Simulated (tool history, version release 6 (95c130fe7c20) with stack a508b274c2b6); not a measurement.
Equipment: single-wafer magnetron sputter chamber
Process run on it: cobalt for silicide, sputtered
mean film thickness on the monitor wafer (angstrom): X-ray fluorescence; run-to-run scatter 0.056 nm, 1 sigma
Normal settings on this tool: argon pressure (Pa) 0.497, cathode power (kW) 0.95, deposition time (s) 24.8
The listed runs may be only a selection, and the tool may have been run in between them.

run    hour  argon pressure (Pa)  cathode power (kW)  deposition time (s)  wafers since the last listed run  wafers on the sputter target  hours since the last manometer calibration  hours since the magnet pack was replaced  hours since the gauge calibration  read-back reference wafer on the same gauge, thickness_nm  mean film thickness on the monitor wafer (angstrom)
  1       0                0.497                0.95                 24.8                                 0                          1853                                       925.1                                    9735.9                              382.8                                                     12.171                                               111.29
  2    41.1                0.497                0.95                 24.8                               520                          2373                                       966.2                                      9777                              423.9                                                     12.212                                               110.89
  3   101.2                0.497                0.95                 24.8                               760                          3134                                      1026.3                                    9837.1                                484                                                     12.214                                               108.65
  4   161.1                0.497                0.95                 24.8                               757                          3892                                      1086.2                                      9897                              543.9                                                     12.198                                               107.08
      217.3  -- sputter target and shields replaced
  5   223.6                0.497                0.95                 24.8                               689                            79                                      1148.7                                    9959.5                              606.4                                                     12.186                                               111.43
  6   260.3                0.497                0.95                 24.8                               464                           543                                      1185.4                                    9996.2                              643.1                                                     12.183                                               111.95
  7   303.9                0.497                0.85                 24.8                               551                          1095                                        1229                                   10039.8                              686.7                                                     12.197                                                98.77
  8   361.7                0.497                0.95                 24.8                               731                          1826                                      1286.8                                   10097.6                              744.5                                                      12.21                                                110.7
  9   388.9                0.497                0.95                 24.8                               344                          2171                                        1314                                   10124.8                              771.7                                                     12.205                                                109.5
      441.5  -- capacitance manometer re-zeroed and calibrated
 10   460.1                0.497                0.95                 24.8                               799                          2970                                        18.6                                     10196                              842.9                                                     12.193                                                109.1
      578.9  -- sputter target and shields replaced
 11   626.2                0.497                0.95                 24.8                              2000                           598                                       184.7                                   10362.1                               1009                                                     12.211                                               111.73
 12   659.3                0.497                0.95                 24.8                               418                          1017                                       217.8                                   10395.2                             1042.1                                                     12.206                                               111.58
 13   683.9                0.497                0.95                 24.8                               311                          1328                                       242.4                                   10419.8                             1066.7                                                     12.208                                               111.23
 14   713.6                0.497                0.95                 24.8                               375                          1704                                       272.1                                   10449.5                             1096.4                                                     12.221                                               110.23
 15     753                0.497                0.95                 24.8                               498                          2203                                       311.5                                   10488.9                             1135.8                                                     12.206                                               110.08
      759.1  -- gauge calibrated
 16   808.7                0.497                0.95                 24.8                               704                          2908                                       367.2                                   10544.6                               49.6                                                     12.205                                               109.85
      876.8  -- magnet pack replaced
 17   877.3                0.497                 1.2                 24.8                               766                          3674                                       435.8                                       0.5                              118.2                                                     12.184                                               135.86
      930.4  -- sputter target and shields replaced
 18   938.9                0.497                1.15                 23.2                               678                           108                                       497.4                                      62.1                              179.8                                                      12.21                                               126.64
 19   975.7                0.497                0.95                 24.8                               465                           573                                       534.2                                      98.9                              216.6                                                     12.216                                                  111
 20  1045.6                0.693                0.95                 21.2                               884                          1458                                       604.1                                     168.8                              286.5                                                     12.184                                                89.11
 21  1075.3                0.497                0.95                 29.3                               375                          1834                                       633.8                                     198.5                              316.2                                                     12.221                                               130.42
 22  1107.4                0.321                0.95                 21.2                               406                          2240                                       665.9                                     230.6                              348.3                                                     12.196                                               100.18
 23    1164                0.632                 1.1                 24.8                               716                          2956                                       722.5                                     287.2                              404.9                                                     12.193                                               120.84

Expected results for the next run?
 24  1200.2                0.497                0.95                 24.8                               458                          3414                                       758.7                                     323.4                              441.1                                                          ?                                                    ?

read-back reference wafer on the same gauge, thickness_nm: 12.209
mean film thickness on the monitor wafer (angstrom): 109.03
Were there no unlogged condition in the tool, this run, its random variation unchanged, would have produced mean film thickness on the monitor wafer (angstrom) 112.36.
